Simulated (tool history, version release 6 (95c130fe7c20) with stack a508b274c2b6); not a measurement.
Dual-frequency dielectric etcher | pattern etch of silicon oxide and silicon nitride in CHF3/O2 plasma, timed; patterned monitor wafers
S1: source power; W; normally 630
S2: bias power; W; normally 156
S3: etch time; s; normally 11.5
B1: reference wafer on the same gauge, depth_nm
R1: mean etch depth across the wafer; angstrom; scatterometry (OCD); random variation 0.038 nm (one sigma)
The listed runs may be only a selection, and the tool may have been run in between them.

| run | day | S1 | S2 | S3 | B1 | R1 |
|---|---|---|---|---|---|---|
| 1 | 0.000 | 630 | 156 | 12.0 | 15.69 | 189.8 |
|  | 2.712 | wet clean of the chamber |
| 2 | 2.733 | 630 | 156 | 12.0 | 15.71 | 192.7 |
| 3 | 4.929 | 630 | 156 | 13.0 | 15.70 | 208.6 |
| 4 | 10.829 | 630 | 156 | 11.5 | 15.69 | 181.9 |
| 5 | 13.517 | 630 | 156 | 11.5 | 15.70 | 181.4 |
|  | 16.496 | upper electrode replaced, of another model than before |
| 6 | 16.517 | 630 | 142 | 11.5 | 15.70 | 174.2 |
| 7 | 18.058 | 630 | 142 | 11.5 | 15.70 | 173.6 |
|  | 20.479 | wet clean of the chamber |
| 8 | 20.500 | 630 | 156 | 11.5 | 15.70 | 184.4 |
| 9 | 21.692 | 630 | 156 | 11.5 | 15.69 | 185.1 |
| 10 | 24.354 | 580 | 177 | 9.0 | 15.71 | 148.0 |
| 11 | 25.417 | 630 | 156 | 10.0 | 15.70 | 158.9 |
| 12 | 27.258 | 580 | 174 | 11.5 | 15.71 | 186.7 |
| 13 | 30.096 | 630 | 194 | 9.0 | 15.70 | 155.0 |
|  | 31.933 | gauge calibrated |
|  | 32.596 | source power generator calibrated |
| 14 | 33.054 | 710 | 156 | 11.5 | 15.69 | 186.4 |
|  | 35.479 | bias power generator calibrated |
| 15 | 35.500 | 630 | 156 | 11.5 | 15.70 | 180.6 |
| 16 | 36.879 | 630 | 156 | 11.5 | 15.70 | 180.9 |
|  | 39.108 | wet clean of the chamber |
| 17 | 39.642 | 630 | 142 | 11.5 | 15.70 | 178.6 |
| 18 | 41.875 | 680 | 142 | 14.0 | 15.71 | 220.9 |
| 19 | 44.492 | 630 | 179 | 10.0 | 15.70 | 167.9 |

What if the next run were any one of these 5? Each begins from the tool's condition after run 19:
| A | 44.508 | 630 | 156 | 11.5 | ? | ? |
| B | 44.508 | 770 | 128 | 11.5 | ? | ? |
| C | 44.508 | 630 | 156 | 9.0 | ? | ? |
| D | 44.508 | 750 | 145 | 8.0 | ? | ? |
| E | 44.508 | 550 | 139 | 14.5 | ? | ? |

| run | B1 | R1 |
|---|---|---|
| A | 15.69 | 183.5 |
| B | 15.69 | 179.7 |
| C | 15.69 | 143.6 |
| D | 15.69 | 130.0 |
| E | 15.69 | 214.2 |
Without the tool's unlogged condition, the same runs would have read:
| run | R1 |
|---|---|
| A | 185.5 |
| B | 181.7 |
| C | 145.2 |
| D | 131.4 |
| E | 216.6 |
